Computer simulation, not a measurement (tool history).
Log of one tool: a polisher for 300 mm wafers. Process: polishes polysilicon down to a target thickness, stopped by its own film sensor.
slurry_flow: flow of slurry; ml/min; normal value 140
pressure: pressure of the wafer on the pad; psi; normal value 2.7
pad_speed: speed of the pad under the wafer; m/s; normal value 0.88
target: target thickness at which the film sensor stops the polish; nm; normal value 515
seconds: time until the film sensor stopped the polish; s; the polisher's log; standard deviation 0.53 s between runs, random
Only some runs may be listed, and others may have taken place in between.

run	day	slurry_flow	pressure	pad_speed	target	incoming thickness of the incoming film, nm	seconds
1	0.000	140	2.7	0.88	620	933.6	38.4
2	0.371	140	2.7	0.88	620	927.8	38.1
3	0.825	140	2.7	0.88	515	930.1	52.5
# day 1.008: worn pad replaced by a new one
4	1.100	140	2.7	0.88	515	935.0	51.0
5	1.458	140	2.7	0.88	447	928.0	56.8
6	1.962	140	2.7	0.88	447	909.9	55.8
7	2.408	140	2.7	0.88	447	911.2	57.0
8	3.088	140	2.7	0.88	515	914.6	50.0
# day 3.667: worn pad replaced by a new one
9	3.783	140	2.7	0.88	515	918.9	53.1
10	4.892	140	2.7	0.88	515	908.7	53.0
11	5.383	140	2.7	1.00	515	902.4	46.9
12	6.042	140	2.7	0.88	606	908.1	40.9
13	6.592	140	2.7	0.88	474	918.0	62.7
# day 6.912: worn pad replaced by a new one, repeated, since the last time left the tool worse
14	7.179	140	2.7	0.88	474	935.1	54.8
15	7.529	185	2.3	1.10	574	922.4	38.8
16	7.796	140	2.3	1.14	515	905.5	43.3
17	8.067	110	2.7	0.88	650	901.7	31.6
18	8.367	125	3.1	0.88	475	920.1	50.4
19	8.808	140	2.7	0.88	515	919.8	49.5
# day 8.850: slurry nozzle cleaned
20	9.525	140	2.7	0.62	426	916.4	79.9
# day 9.733: worn pad replaced by a new one
21	9.788	170	1.8	0.88	515	923.0	65.6
22	10.267	140	3.6	0.60	515	901.5	48.9
23	10.892	185	3.4	0.60	609	908.3	39.2
24	11.308	140	2.7	0.88	515	902.5	47.4
# day 11.488: head pressure recalibrated
25	11.588	140	2.7	0.88	620	925.7	37.5
# day 12.733: worn pad replaced by a new one
26	13.525	140	2.7	0.88	515	929.3	50.3
27	14.029	175	1.9	1.10	515	930.9	55.2
28	14.583	140	2.7	0.88	447	919.0	58.3

Here are 3 independent what-if runs from the current tool condition. What would each one return?
A	14.600	140	2.7	0.88	515	926.4	?
B	14.600	175	1.8	0.88	515	926.4	?
C	14.600	140	2.7	0.66	515	926.4	?

run	seconds
A	51.6
B	69.1
C	64.2
Take away the tool's hidden state, keep each run's random variation, and the runs would have read:
run	seconds
A	49.8
B	66.6
C	61.9
